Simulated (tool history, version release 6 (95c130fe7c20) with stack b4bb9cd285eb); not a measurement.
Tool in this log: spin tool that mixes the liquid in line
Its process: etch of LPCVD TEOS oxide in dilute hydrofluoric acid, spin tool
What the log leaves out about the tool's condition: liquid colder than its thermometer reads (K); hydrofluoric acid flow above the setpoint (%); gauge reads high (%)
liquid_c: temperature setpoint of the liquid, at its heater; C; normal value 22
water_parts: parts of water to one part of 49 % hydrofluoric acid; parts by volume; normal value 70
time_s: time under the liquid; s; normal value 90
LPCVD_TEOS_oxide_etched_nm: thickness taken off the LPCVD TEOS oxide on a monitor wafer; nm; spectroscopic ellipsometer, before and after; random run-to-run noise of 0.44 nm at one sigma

| run | hour | liquid_c | water_parts | time_s | wafers since the last listed run | hours since the thermometer was replaced | hours since the hydrofluoric acid flow meter was replaced | hours since the gauge calibration | read-back film thickness of the LPCVD TEOS oxide reference wafer, read on the same gauge (nm) | LPCVD_TEOS_oxide_etched_nm |
|---|---|---|---|---|---|---|---|---|---|---|
| 1 | 0 | 22 | 70 | 90 | 0 | 1398.1 | 1222.3 | 161.1 | 80.01 | 47.22 |
| 2 | 12.2 | 22 | 70 | 90 | 150 | 1410.3 | 1234.5 | 173.3 | 80.01 | 47.58 |
| 3 | 33.5 | 22 | 70 | 90 | 262 | 1431.6 | 1255.8 | 194.6 | 80.03 | 46.82 |
| 4 | 49.9 | 22 | 55 | 90 | 202 | 1448 | 1272.2 | 211 | 79.99 | 61.02 |
| 5 | 65.9 | 22 | 55 | 90 | 197 | 1464 | 1288.2 | 227 | 80.03 | 60.52 |
| 6 | 80.4 | 22 | 70 | 90 | 178 | 1478.5 | 1302.7 | 241.5 | 80.01 | 46.47 |
| 7 | 91.8 | 22 | 70 | 90 | 140 | 1489.9 | 1314.1 | 252.9 | 80 | 47.05 |
| 8 | 99.6 | 22 | 70 | 90 | 96 | 1497.7 | 1321.9 | 260.7 | 80.01 | 46.82 |
| 9 | 117.3 | 22 | 70 | 90 | 218 | 1515.4 | 1339.6 | 278.4 | 80 | 46.28 |
| 10 | 128.6 | 22 | 70 | 90 | 139 | 1526.7 | 1350.9 | 289.7 | 79.98 | 47.18 |
|  | 141.2 | hydrofluoric acid flow meter replaced |
|  | 145.6 | thermometer replaced |
| 11 | 146.1 | 22 | 70 | 90 | 191 | 0.5 | 4.9 | 307.2 | 79.97 | 53.94 |
| 12 | 160.6 | 22 | 70 | 90 | 178 | 15 | 19.4 | 321.7 | 80 | 53.41 |
| 13 | 178.4 | 22 | 70 | 90 | 219 | 32.8 | 37.2 | 339.5 | 80.04 | 53.57 |
| 14 | 192.2 | 22 | 70 | 90 | 170 | 46.6 | 51 | 353.3 | 79.96 | 53.5 |
| 15 | 207.6 | 22 | 70 | 90 | 189 | 62 | 66.4 | 368.7 | 79.99 | 53.01 |
| 16 | 222.3 | 22 | 70 | 90 | 181 | 76.7 | 81.1 | 383.4 | 80.02 | 53.5 |
| 17 | 231.8 | 22 | 70 | 90 | 117 | 86.2 | 90.6 | 392.9 | 80.02 | 52.12 |
| 18 | 249.5 | 22 | 70 | 90 | 218 | 103.9 | 108.3 | 410.6 | 80.02 | 52.8 |
| 19 | 261.7 | 24.5 | 55 | 55 | 150 | 116.1 | 120.5 | 422.8 | 80.01 | 47.16 |
| 20 | 270.5 | 19 | 100 | 70 | 108 | 124.9 | 129.3 | 431.6 | 80.01 | 24.42 |
|  | 271.9 | gauge calibrated |
| 21 | 283.9 | 22 | 70 | 45 | 165 | 138.3 | 142.7 | 12 | 80 | 25.9 |
| 22 | 301.2 | 22 | 70 | 90 | 213 | 155.6 | 160 | 29.3 | 79.96 | 53.28 |
| 23 | 310.7 | 20.5 | 95 | 55 | 117 | 165.1 | 169.5 | 38.8 | 79.99 | 21.64 |
| 24 | 326.2 | 23.5 | 70 | 35 | 191 | 180.6 | 185 | 54.3 | 80.02 | 21.79 |
| 25 | 340 | 22 | 45 | 90 | 170 | 194.4 | 198.8 | 68.1 | 80.02 | 83.64 |
| 26 | 351.1 | 26 | 70 | 65 | 136 | 205.5 | 209.9 | 79.2 | 79.99 | 44.09 |
| 27 | 361.7 | 20.5 | 70 | 70 | 130 | 216.1 | 220.5 | 89.8 | 80 | 38.17 |
| 28 | 373.7 | 22 | 70 | 90 | 147 | 228.1 | 232.5 | 101.8 | 80.02 | 52.79 |
| 29 | 388.8 | 19 | 50 | 90 | 186 | 243.2 | 247.6 | 116.9 | 79.97 | 65.93 |
| 30 | 402.4 | 20.5 | 90 | 50 | 167 | 256.8 | 261.2 | 130.5 | 79.99 | 21.02 |
| 31 | 438.3 | 22 | 70 | 90 | 442 | 292.7 | 297.1 | 166.4 | 80.02 | 52.44 |
| 32 | 454.3 | 25 | 100 | 65 | 197 | 308.7 | 313.1 | 182.4 | 79.99 | 28.86 |
| 33 | 462 | 25 | 95 | 35 | 94 | 316.4 | 320.8 | 190.1 | 80.02 | 16.27 |

State the hidden condition of the tool at each of the runs:
hydrofluoric acid flow above the setpoint (%): 0 in every run
gauge reads high (%): 0 in every run
H1: liquid colder than its thermometer reads (K)
| run | H1 |
|---|---|
| 1 | 2.89 |
| 2 | 2.91 |
| 3 | 2.95 |
| 4 | 2.98 |
| 5 | 3 |
| 6 | 3.03 |
| 7 | 3.05 |
| 8 | 3.07 |
| 9 | 3.1 |
| 10 | 3.12 |
| 11 | 0.00444 |
| 12 | 0.0307 |
| 13 | 0.063 |
| 14 | 0.088 |
| 15 | 0.116 |
| 16 | 0.143 |
| 17 | 0.16 |
| 18 | 0.192 |
| 19 | 0.214 |
| 20 | 0.23 |
| 21 | 0.254 |
| 22 | 0.286 |
| 23 | 0.303 |
| 24 | 0.331 |
| 25 | 0.356 |
| 26 | 0.376 |
| 27 | 0.395 |
| 28 | 0.417 |
| 29 | 0.444 |
| 30 | 0.469 |
| 31 | 0.534 |
| 32 | 0.563 |
| 33 | 0.577 |
